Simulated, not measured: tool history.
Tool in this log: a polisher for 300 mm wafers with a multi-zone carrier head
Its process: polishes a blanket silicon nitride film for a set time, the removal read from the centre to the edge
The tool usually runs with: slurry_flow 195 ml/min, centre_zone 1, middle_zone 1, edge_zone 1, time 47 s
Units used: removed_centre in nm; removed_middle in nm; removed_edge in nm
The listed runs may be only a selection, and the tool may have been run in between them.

run,hour,slurry_flow,centre_zone,middle_zone,edge_zone,time,"incoming thickness of the incoming film, nm",removed_centre,removed_middle,removed_edge
1,0,195,1,1,1,38,442,44.3,42.8,44.4
2,53.1,140,1,0.96,0.93,61,442.4,62.3,60.7,64.2
3,95.9,195,1,1,1,47,443.1,51.7,51.5,54.3
4,143.8,195,1,1.05,1,37,449.8,40.5,41.7,42.7
# hour 167.4: worn pad replaced by a new one
5,168.7,155,0.91,0.94,0.95,47,446.4,44.7,44.5,49.6
6,204.2,125,1,0.92,1.04,42,442.2,37.6,36.4,43.8
# hour 221: slurry nozzle cleaned
7,234.5,195,0.96,1,0.95,57,442.5,64.8,66.8,66.2
# hour 262.5: edge zone pressure recalibrated
8,301.4,150,1.11,1.1,1,47,441,53.1,54.9,53.2
# hour 327.5: centre zone pressure recalibrated
9,351.7,145,0.95,1,1,47,437.6,49.8,49.8,52.7
10,417.9,195,0.93,1,1,47,443.4,52.5,54,54.6
11,444.5,195,1,0.89,1,34,433,38.8,35,39.9
12,617.4,195,1,1,1,47,432.6,52.6,51.3,54.6
# hour 638.1: worn pad replaced by a new one
13,653.6,195,1,1,1,37,440.8,40.7,39.9,42.4
14,691.5,195,1,1,1,60,443.5,64.1,63.7,67.8
15,719,195,1,1,1.04,62,442.5,66,65.2,70.5
16,759.3,195,1,1,1,47,436.3,50.3,49.2,52.4
17,788.7,195,1,1,1,38,433,39.8,39.8,42.7
# hour 823.4: carrier head's membrane replaced by a new one
18,848,215,1.08,1,1,56,440.3,60.1,59.4,62.7
19,910,195,1,1,0.95,62,441.8,59.8,61.5,65.3
# hour 914: slurry nozzle cleaned
20,957.1,195,0.91,1.06,1.03,36,443.6,39.7,44.6,44.6
21,1006.3,230,1,1.07,0.9,52,443.9,60.3,66.1,60.9

Alternative continuations, all from the tool just after run 21; predict every row:
A,1006.7,165,1,1,1,47,440.7,?,?,?
B,1006.7,195,1,1,0.91,47,440.7,?,?,?
C,1006.7,195,1,0.96,1,59,440.7,?,?,?
D,1006.7,195,1,1.05,0.95,47,440.7,?,?,?
E,1006.7,135,1,1,1,47,440.7,?,?,?

run,removed_centre,removed_middle,removed_edge
A,51.4,52.5,55.6
B,53.3,54.2,54.5
C,66.9,65.7,71.5
D,53.3,56.5,55.6
E,48.6,49.9,53.7
Take away the tool's hidden state, keep each run's random variation, and the runs would have read:
run,removed_centre,removed_middle,removed_edge
A,55.7,53.2,56.2
B,57.7,54.9,55
C,72.4,66.5,72.2
D,57.7,57.2,56.1
E,53,50.9,54.4

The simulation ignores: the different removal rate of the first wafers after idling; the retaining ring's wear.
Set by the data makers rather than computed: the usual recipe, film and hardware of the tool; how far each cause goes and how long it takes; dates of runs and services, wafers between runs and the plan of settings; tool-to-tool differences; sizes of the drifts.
